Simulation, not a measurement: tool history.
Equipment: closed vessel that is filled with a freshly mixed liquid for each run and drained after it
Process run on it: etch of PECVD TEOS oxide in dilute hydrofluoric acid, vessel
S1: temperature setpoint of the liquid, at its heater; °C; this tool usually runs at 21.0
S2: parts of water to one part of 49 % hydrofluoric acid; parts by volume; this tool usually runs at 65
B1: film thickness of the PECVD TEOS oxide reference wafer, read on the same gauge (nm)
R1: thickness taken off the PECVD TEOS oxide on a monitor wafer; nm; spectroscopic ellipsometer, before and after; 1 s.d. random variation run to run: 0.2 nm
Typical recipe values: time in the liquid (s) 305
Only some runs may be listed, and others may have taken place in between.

Run 1, hour 0.0: usual settings; B1 69.97. Result: R1 60.75 nm.
Run 2, hour 79.6: usual settings; B1 69.98. Result: R1 60.24 nm.
Run 3, hour 124.4: usual settings; B1 69.98. Result: R1 60.35 nm.
Run 4, hour 220.0: usual settings; B1 70.01. Result: R1 60.24 nm.
Run 5, hour 312.2: usual settings; B1 69.98. Result: R1 60.65 nm.
Run 6, hour 389.4: usual settings; B1 70.00. Result: R1 60.58 nm.
Run 7, hour 483.4: usual settings but S2 45 parts by volume; B1 70.07. Result: R1 89.51 nm.
Run 8, hour 586.9: usual settings but S2 45 parts by volume; B1 70.05. Result: R1 90.04 nm.
Run 9, hour 744.3: usual settings; B1 69.97. Result: R1 60.72 nm.
Run 10, hour 802.9: usual settings; B1 69.96. Result: R1 60.61 nm.
At hour 872.9: gauge calibrated.
Run 11, hour 894.5: usual settings but S1 24.5 °C; B1 69.99. Result: R1 70.34 nm.
Run 12, hour 968.2: usual settings but S1 24.5 °C; B1 70.01. Result: R1 70.01 nm.
Run 13, hour 1033.9: usual settings; B1 69.98. Result: R1 60.81 nm.
Run 14, hour 1132.1: usual settings; B1 69.99. Result: R1 60.85 nm.
At hour 1388.1: thermometer replaced.
Run 15, hour 1438.3: usual settings; B1 69.99. Result: R1 63.75 nm.
Run 16, hour 1544.5: usual settings but S2 50 parts by volume, time in the liquid (s) 180; B1 69.97. Result: R1 49.97 nm.
Run 17, hour 1594.5: usual settings but S2 80 parts by volume, time in the liquid (s) 485; B1 70.02. Result: R1 81.65 nm.
Run 18, hour 1656.4: usual settings but S2 45 parts by volume; B1 70.00. Result: R1 94.22 nm.
Run 19, hour 1701.9: usual settings but S1 23.0 °C, S2 45 parts by volume, time in the liquid (s) 230; B1 70.02. Result: R1 77.68 nm.

What will run 20 give?
Run 20, hour 1769.1: usual settings but S2 55 parts by volume, time in the liquid (s) 360; B1 ?. Result: R1 ?.

B1: 69.99
R1: 89.80 nm
Were there no unlogged condition in the tool, this run, its random variation unchanged, would have produced R1 86.59 nm.
